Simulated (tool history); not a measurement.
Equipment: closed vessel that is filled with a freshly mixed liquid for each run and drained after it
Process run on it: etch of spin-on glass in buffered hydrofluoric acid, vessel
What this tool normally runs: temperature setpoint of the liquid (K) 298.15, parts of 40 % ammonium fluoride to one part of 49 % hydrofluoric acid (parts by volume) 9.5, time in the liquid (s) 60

run   hour  temperature setpoint of the liquid (K)  parts of 40 % ammonium fluoride to one part of 49 % hydrofluoric acid (parts by volume)  time in the liquid (s)  wafers since the last listed run  hours since the thermometer was replaced  hours since the hydrofluoric acid flow meter was replaced  hours since the gauge calibration  read-back film thickness of the spin-on glass reference wafer, read on the same gauge (nm)  thickness taken off the spin-on glass on a monitor wafer (angstrom)
  1    0.0                                  298.15                                                                                      9.5                      60                                 0                                     606.6                                                      241.0                              160.9                                                                                       50.03                                                               1535.5
  2    8.1                                  298.15                                                                                      9.5                      60                              1068                                     614.7                                                      249.1                              169.0                                                                                       50.00                                                               1535.4
  3   14.2                                  298.15                                                                                      9.5                      60                               804                                     620.8                                                      255.2                              175.1                                                                                       49.99                                                               1516.9
      19.8  -- gauge calibrated
  4   22.8                                  298.15                                                                                      9.5                      60                              1134                                     629.4                                                      263.8                                3.0                                                                                       50.04                                                               1527.9
  5   29.1                                  298.15                                                                                      9.5                      60                               831                                     635.7                                                      270.1                                9.3                                                                                       49.98                                                               1518.5
  6   39.1                                  298.15                                                                                      9.5                      60                              1319                                     645.7                                                      280.1                               19.3                                                                                       49.98                                                               1524.3
  7   46.8                                  298.15                                                                                      9.5                      60                              1016                                     653.4                                                      287.8                               27.0                                                                                       49.95                                                               1536.0
  8   62.1                                  298.15                                                                                     12.0                      60                              2018                                     668.7                                                      303.1                               42.3                                                                                       49.99                                                               1199.4
  9   71.0                                  298.15                                                                                     12.0                      60                              1174                                     677.6                                                      312.0                               51.2                                                                                       50.03                                                               1209.1
 10   78.7                                  301.15                                                                                      9.5                      70                              1016                                     685.3                                                      319.7                               58.9                                                                                       50.04                                                               2079.1
 11  122.9                                  298.15                                                                                     12.0                      40                              5832                                     729.5                                                      363.9                              103.1                                                                                       50.01                                                                791.5
     130.4  -- hydrofluoric acid flow meter replaced
 12  131.9                                  300.65                                                                                     12.5                      30                              1055                                     738.5                                                        1.5                              112.1                                                                                       50.00                                                                724.6
 13  139.2                                  298.15                                                                                      9.5                      60                               963                                     745.8                                                        8.8                              119.4                                                                                       49.96                                                               1628.5
 14  158.3                                  301.65                                                                                      9.5                      60                              2520                                     764.9                                                       27.9                              138.5                                                                                       50.00                                                               1969.2
     164.4  -- gauge calibrated
 15  165.2                                  299.65                                                                                      6.0                      45                               910                                     771.8                                                       34.8                                0.8                                                                                       50.02                                                               2057.5
     183.6  -- thermometer replaced
 16  184.1                                  295.65                                                                                      6.0                      60                              2362                                       0.5                                                       53.7                               19.7                                                                                       50.01                                                               1973.1
 17  190.4                                  300.15                                                                                      7.0                      75                               831                                       6.8                                                       60.0                               26.0                                                                                       50.02                                                               2747.4
 18  198.2                                  298.15                                                                                      9.5                      60                              1029                                      14.6                                                       67.8                               33.8                                                                                       49.95                                                               1464.9
 19  211.8                                  300.15                                                                                      9.5                      60                              1794                                      28.2                                                       81.4                               47.4                                                                                       49.96                                                               1651.3
 20  222.5                                  294.65                                                                                      9.5                      35                              1411                                      38.9                                                       92.1                               58.1                                                                                       50.03                                                                707.2
 21  232.0                                  298.15                                                                                      9.5                      60                              1253                                      48.4                                                      101.6                               67.6                                                                                       50.05                                                               1449.4

Here are 4 independent what-if runs from the current tool condition. What would each one return?
  A  232.7                                  298.15                                                                                      9.5                      60                                92                                      49.1                                                      102.3                               68.3                                                                                           ?                                                                    ?
  B  232.7                                  299.65                                                                                     12.5                      95                                92                                      49.1                                                      102.3                               68.3                                                                                           ?                                                                    ?
  C  232.7                                  298.15                                                                                     12.5                      60                                92                                      49.1                                                      102.3                               68.3                                                                                           ?                                                                    ?
  D  232.7                                  295.15                                                                                      7.0                      70                                92                                      49.1                                                      102.3                               68.3                                                                                           ?                                                                    ?

run  read-back film thickness of the spin-on glass reference wafer, read on the same gauge (nm)  thickness taken off the spin-on glass on a monitor wafer (angstrom)
  A                                                                                       50.01                                                               1451.3
  B                                                                                       50.01                                                               1912.7
  C                                                                                       50.01                                                               1114.2
  D                                                                                       50.01                                                               1915.9
Take away the tool's hidden state, keep each run's random variation, and the runs would have read:
run  thickness taken off the spin-on glass on a monitor wafer (angstrom)
  A                                                               1476.0
  B                                                               1973.8
  C                                                               1149.7
  D                                                               1984.8
